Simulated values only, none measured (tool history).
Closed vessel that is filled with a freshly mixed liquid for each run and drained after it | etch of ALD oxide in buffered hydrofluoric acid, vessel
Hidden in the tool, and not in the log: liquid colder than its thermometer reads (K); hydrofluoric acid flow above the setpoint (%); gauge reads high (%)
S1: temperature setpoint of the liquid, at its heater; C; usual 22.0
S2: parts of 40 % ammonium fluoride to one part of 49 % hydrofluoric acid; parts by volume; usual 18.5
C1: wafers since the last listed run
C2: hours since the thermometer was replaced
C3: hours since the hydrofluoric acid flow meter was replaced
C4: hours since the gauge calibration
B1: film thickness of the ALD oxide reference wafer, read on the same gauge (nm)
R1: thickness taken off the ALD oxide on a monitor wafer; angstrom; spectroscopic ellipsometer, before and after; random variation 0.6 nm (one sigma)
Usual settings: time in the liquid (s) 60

Run 1, hour 0.0: usual settings but S1 19.0 C; C1 0; C2 913.0; C3 807.0; C4 1089.8; B1 89.99. Result: R1 632.3 angstrom.
At hour 45.7: hydrofluoric acid flow meter replaced.
Run 2, hour 63.4: usual settings; C1 7172; C2 976.4; C3 17.7; C4 1153.2; B1 89.99. Result: R1 742.5 angstrom.
Run 3, hour 103.5: usual settings; C1 4609; C2 1016.5; C3 57.8; C4 1193.3; B1 89.98. Result: R1 743.6 angstrom.
Run 4, hour 160.6: usual settings; C1 6563; C2 1073.6; C3 114.9; C4 1250.4; B1 89.99. Result: R1 731.3 angstrom.
Run 5, hour 216.9: usual settings; C1 6471; C2 1129.9; C3 171.2; C4 1306.7; B1 90.01. Result: R1 739.7 angstrom.
Run 6, hour 249.1: usual settings; C1 3701; C2 1162.1; C3 203.4; C4 1338.9; B1 89.99. Result: R1 746.8 angstrom.
Run 7, hour 309.9: usual settings; C1 6988; C2 1222.9; C3 264.2; C4 1399.7; B1 89.99. Result: R1 735.4 angstrom.
Run 8, hour 381.0: usual settings; C1 8172; C2 1294.0; C3 335.3; C4 1470.8; B1 89.99. Result: R1 747.3 angstrom.
Run 9, hour 439.7: usual settings; C1 6747; C2 1352.7; C3 394.0; C4 1529.5; B1 90.01. Result: R1 739.7 angstrom.
At hour 454.4: thermometer replaced.
Run 10, hour 466.3: usual settings but S1 20.0 C, S2 22.0 parts by volume, time in the liquid (s) 85; C1 2942; C2 11.9; C3 420.6; C4 1556.1; B1 90.01. Result: R1 814.1 angstrom.
Run 11, hour 491.3: usual settings but S1 25.5 C, S2 25.5 parts by volume, time in the liquid (s) 90; C1 2873; C2 36.9; C3 445.6; C4 1581.1; B1 90.02. Result: R1 1060.8 angstrom.
Run 12, hour 534.7: usual settings but S1 26.0 C, S2 12.0 parts by volume, time in the liquid (s) 40; C1 4988; C2 80.3; C3 489.0; C4 1624.5; B1 89.99. Result: R1 944.8 angstrom.
Run 13, hour 601.2: usual settings but S1 19.5 C, S2 25.0 parts by volume, time in the liquid (s) 35; C1 7643; C2 146.8; C3 555.5; C4 1691.0; B1 90.00. Result: R1 301.0 angstrom.
Run 14, hour 628.6: usual settings but S1 24.0 C; C1 3149; C2 174.2; C3 582.9; C4 1718.4; B1 90.00. Result: R1 831.6 angstrom.
Run 15, hour 678.1: usual settings but S1 25.0 C; C1 5689; C2 223.7; C3 632.4; C4 1767.9; B1 89.98. Result: R1 870.2 angstrom.
At hour 699.7: gauge calibrated.
Run 16, hour 705.8: usual settings but time in the liquid (s) 35; C1 3184; C2 251.4; C3 660.1; C4 6.1; B1 90.01. Result: R1 434.0 angstrom.
Run 17, hour 754.6: usual settings; C1 5609; C2 300.2; C3 708.9; C4 54.9; B1 90.00. Result: R1 740.8 angstrom.
At hour 781.9: hydrofluoric acid flow meter replaced.
Run 18, hour 806.9: usual settings but time in the liquid (s) 80; C1 5896; C2 352.5; C3 25.0; C4 107.2; B1 89.99. Result: R1 997.3 angstrom.
Run 19, hour 891.5: usual settings but S2 14.5 parts by volume, time in the liquid (s) 45; C1 9724; C2 437.1; C3 109.6; C4 191.8; B1 90.00. Result: R1 724.1 angstrom.
Run 20, hour 927.5: usual settings; C1 4138; C2 473.1; C3 145.6; C4 227.8; B1 89.99. Result: R1 740.1 angstrom.
Run 21, hour 973.1: usual settings but S1 17.0 C, S2 24.5 parts by volume, time in the liquid (s) 35; C1 5241; C2 518.7; C3 191.2; C4 273.4; B1 89.98. Result: R1 263.9 angstrom.
Run 22, hour 1033.7: usual settings but S1 23.5 C, S2 14.0 parts by volume, time in the liquid (s) 50; C1 6965; C2 579.3; C3 251.8; C4 334.0; B1 89.98. Result: R1 885.8 angstrom.
Run 23, hour 1089.9: usual settings but S1 19.5 C, S2 15.0 parts by volume; C1 6459; C2 635.5; C3 308.0; C4 390.2; B1 90.00. Result: R1 790.5 angstrom.
Run 24, hour 1133.8: usual settings but S1 20.0 C, S2 12.0 parts by volume; C1 5046; C2 679.4; C3 351.9; C4 434.1; B1 90.01. Result: R1 1018.2 angstrom.
Run 25, hour 1263.1: usual settings but S1 17.0 C, S2 25.0 parts by volume, time in the liquid (s) 85; C1 14862; C2 808.7; C3 481.2; C4 563.4; B1 89.99. Result: R1 629.0 angstrom.
Run 26, hour 1326.5: usual settings but S1 26.0 C, S2 12.5 parts by volume, time in the liquid (s) 75; C1 7287; C2 872.1; C3 544.6; C4 626.8; B1 89.99. Result: R1 1716.5 angstrom.
Run 27, hour 1381.6: usual settings but S1 27.0 C, time in the liquid (s) 45; C1 6333; C2 927.2; C3 599.7; C4 681.9; B1 90.00. Result: R1 735.5 angstrom.
Run 28, hour 1450.2: usual settings but S1 18.0 C; C1 7885; C2 995.8; C3 668.3; C4 750.5; B1 90.00. Result: R1 594.7 angstrom.
At hour 1518.6: hydrofluoric acid flow meter replaced.
Run 29, hour 1522.1: usual settings; C1 8149; C2 1067.7; C3 3.5; C4 822.4; B1 90.02. Result: R1 742.9 angstrom.
Run 30, hour 1569.5: usual settings but S1 17.5 C, S2 22.5 parts by volume, time in the liquid (s) 45; C1 5448; C2 1115.1; C3 50.9; C4 869.8; B1 90.00. Result: R1 369.6 angstrom.
Run 31, hour 1627.6: usual settings; C1 6678; C2 1173.2; C3 109.0; C4 927.9; B1 90.02. Result: R1 743.1 angstrom.
Run 32, hour 1696.1: usual settings but S1 17.5 C, S2 22.0 parts by volume, time in the liquid (s) 35; C1 7873; C2 1241.7; C3 177.5; C4 996.4; B1 89.99. Result: R1 290.1 angstrom.
Run 33, hour 1740.2: usual settings but time in the liquid (s) 35; C1 5069; C2 1285.8; C3 221.6; C4 1040.5; B1 90.00. Result: R1 433.9 angstrom.
Run 34, hour 1787.0: usual settings but S1 19.0 C; C1 5379; C2 1332.6; C3 268.4; C4 1087.3; B1 90.00. Result: R1 627.6 angstrom.

What the log doesn't show, run by run:
liquid colder than its thermometer reads (K): 0 in every run
hydrofluoric acid flow above the setpoint (%): 0 in every run
gauge reads high (%): 0 in every run

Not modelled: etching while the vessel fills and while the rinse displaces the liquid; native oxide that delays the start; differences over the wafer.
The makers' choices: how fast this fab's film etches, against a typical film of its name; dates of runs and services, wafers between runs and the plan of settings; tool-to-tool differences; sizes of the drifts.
